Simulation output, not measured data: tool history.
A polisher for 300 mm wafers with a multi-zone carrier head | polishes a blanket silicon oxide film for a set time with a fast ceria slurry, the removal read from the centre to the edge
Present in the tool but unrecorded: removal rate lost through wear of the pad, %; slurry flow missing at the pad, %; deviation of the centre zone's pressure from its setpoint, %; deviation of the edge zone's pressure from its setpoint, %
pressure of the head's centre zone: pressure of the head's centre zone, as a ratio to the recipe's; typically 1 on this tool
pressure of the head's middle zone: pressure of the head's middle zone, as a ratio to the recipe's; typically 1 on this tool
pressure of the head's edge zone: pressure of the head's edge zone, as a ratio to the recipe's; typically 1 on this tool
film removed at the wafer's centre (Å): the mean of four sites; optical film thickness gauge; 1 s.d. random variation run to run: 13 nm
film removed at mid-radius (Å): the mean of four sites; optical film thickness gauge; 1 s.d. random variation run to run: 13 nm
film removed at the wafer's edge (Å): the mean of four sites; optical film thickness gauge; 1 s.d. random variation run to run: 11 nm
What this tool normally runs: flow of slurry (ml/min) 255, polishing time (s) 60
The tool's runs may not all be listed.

run   hour  flow of slurry (ml/min)  pressure of the head's centre zone  pressure of the head's middle zone  pressure of the head's edge zone  polishing time (s)  wafers since the last listed run  wafers polished on this pad  hours since the slurry nozzle was cleaned  hours since the centre zone pressure was calibrated  hours since the edge zone pressure was calibrated  hours since the carrier head's membrane was replaced  incoming thickness of the incoming film, nm  film removed at the wafer's centre (Å)  film removed at mid-radius (Å)  film removed at the wafer's edge (Å)
  1      0                      255                                   1                                1.04                              0.91                  50                                 0                          741                                       63.2                                                 22.4                                              280.1                                                  71.5                                       2709.4                                    8421                            8494                                  8066
  2   16.6                      215                                1.11                                0.88                                 1                  60                               179                          921                                       79.8                                                   39                                              296.7                                                  88.1                                       2722.5                                   10557                            8647                                  9715
  3   30.3                      255                                   1                                   1                                 1                  60                               148                         1070                                       93.5                                                 52.7                                              310.4                                                 101.8                                       2738.7                                    9777                            9661                                  9808
  4     43                      255                                1.06                                 1.1                              1.05                  78                               137                         1207                                      106.2                                                 65.4                                              323.1                                                 114.5                                       2635.3                                   13215                           12952                                 12696
      47.7  -- worn pad replaced by a new one
      55.5  -- edge zone pressure recalibrated
  5     56                      255                                   1                                   1                                 1                  60                                75                           68                                      119.2                                                 78.4                                                0.5                                                 127.5                                       2677.1                                   10693                           10792                                 10662
  6   62.9                      255                                   1                                   1                              0.92                  60                                74                          143                                      126.1                                                 85.3                                                7.4                                                 134.4                                       2674.8                                   10784                           10340                                 10097
  7   71.6                      255                                   1                                   1                                 1                  60                                94                          237                                      134.8                                                   94                                               16.1                                                 143.1                                         2638                                   10689                           10272                                 10510
  8   84.7                      255                                   1                                   1                                 1                  60                               142                          379                                      147.9                                                107.1                                               29.2                                                 156.2                                       2684.8                                   10390                           10380                                 10619
  9   92.3                      255                                   1                                   1                                 1                  60                                82                          462                                      155.5                                                114.7                                               36.8                                                 163.8                                       2731.4                                   10566                           10428                                 10372
 10  108.9                      280                                   1                                   1                              1.07                  60                               179                          642                                      172.1                                                131.3                                               53.4                                                 180.4                                       2712.1                                   10309                           10186                                 10655
 11    126                      170                                1.08                                1.08                                 1                  60                               185                          827                                      189.2                                                148.4                                               70.5                                                 197.5                                       2669.2                                   10319                            9709                                  9575
 12  139.7                      255                                   1                                1.06                                 1                  52                               148                          975                                      202.9                                                162.1                                               84.2                                                 211.2                                       2738.2                                    8577                            8805                                  8682
 13  150.1                      255                                   1                                0.95                                 1                  60                               112                         1088                                      213.3                                                172.5                                               94.6                                                 221.6                                       2721.3                                    9846                            9319                                  9826
     160.3  -- worn pad replaced by a new one
 14  160.8                      255                                   1                                   1                               1.1                  60                                72                            5                                        224                                                183.2                                              105.3                                                 232.3                                       2630.5                                   10646                           10518                                 11122
 15  164.8                      255                                   1                                1.04                                 1                  60                                43                           48                                        228                                                187.2                                              109.3                                                 236.3                                         2710                                   10781                           10934                                 10602
 16  182.1                      185                                   1                                   1                                 1                  60                               187                          236                                      245.3                                                204.5                                              126.6                                                 253.6                                       2728.6                                    9983                            9498                                  9953
 17  198.6                      255                                   1                                0.94                                 1                  60                               178                          415                                      261.8                                                  221                                              143.1                                                 270.1                                         2666                                   10262                            9700                                 10304
 18  210.8                      210                                   1                                   1                                 1                  54                               132                          547                                        274                                                233.2                                              155.3                                                 282.3                                       2668.1                                    8903                            8503                                  9052
 19  217.1                      330                                   1                                   1                                 1                  60                                68                          615                                      280.3                                                239.5                                              161.6                                                 288.6                                       2723.5                                   10682                           10359                                 10499
 20  232.8                      255                                   1                                   1                                 1                  60                               170                          786                                        296                                                255.2                                              177.3                                                 304.3                                       2710.4                                    9740                            9890                                 10017
 21  249.9                      255                                   1                                   1                              0.95                  60                               185                          971                                      313.1                                                272.3                                              194.4                                                 321.4                                       2697.9                                    9890                            9648                                  9720

Forecast each of these 5 alternatives for the next run:
  A  250.3                      255                                0.91                                   1                                 1                  60                                 4                          975                                      313.5                                                272.7                                              194.8                                                 321.8                                       2709.8                                       ?                               ?                                     ?
  B  250.3                      255                                0.89                                   1                                 1                  72                                 4                          975                                      313.5                                                272.7                                              194.8                                                 321.8                                       2709.8                                       ?                               ?                                     ?
  C  250.3                      340                                0.93                                1.06                              1.07                  60                                 4                          975                                      313.5                                                272.7                                              194.8                                                 321.8                                       2709.8                                       ?                               ?                                     ?
  D  250.3                      285                                1.11                                   1                                 1                  60                                 4                          975                                      313.5                                                272.7                                              194.8                                                 321.8                                       2709.8                                       ?                               ?                                     ?
  E  250.3                      255                                   1                                   1                              1.11                  60                                 4                          975                                      313.5                                                272.7                                              194.8                                                 321.8                                       2709.8                                       ?                               ?                                     ?

run  film removed at the wafer's centre (Å)  film removed at mid-radius (Å)  film removed at the wafer's edge (Å)
  A                                    8700                            9519                                  9619
  B                                   10209                           11424                                 11543
  C                                    9205                           10296                                 10123
  D                                   10784                            9635                                  9716
  E                                    9568                            9513                                 10051
Without the tool's hidden state the same runs would have given:
run  film removed at the wafer's centre (Å)  film removed at mid-radius (Å)  film removed at the wafer's edge (Å)
  A                                    9599                           10502                                 10612
  B                                   11263                           12604                                 12735
  C                                   10156                           11360                                 11169
  D                                   11898                           10630                                 10719
  E                                   10556                           10496                                 11089
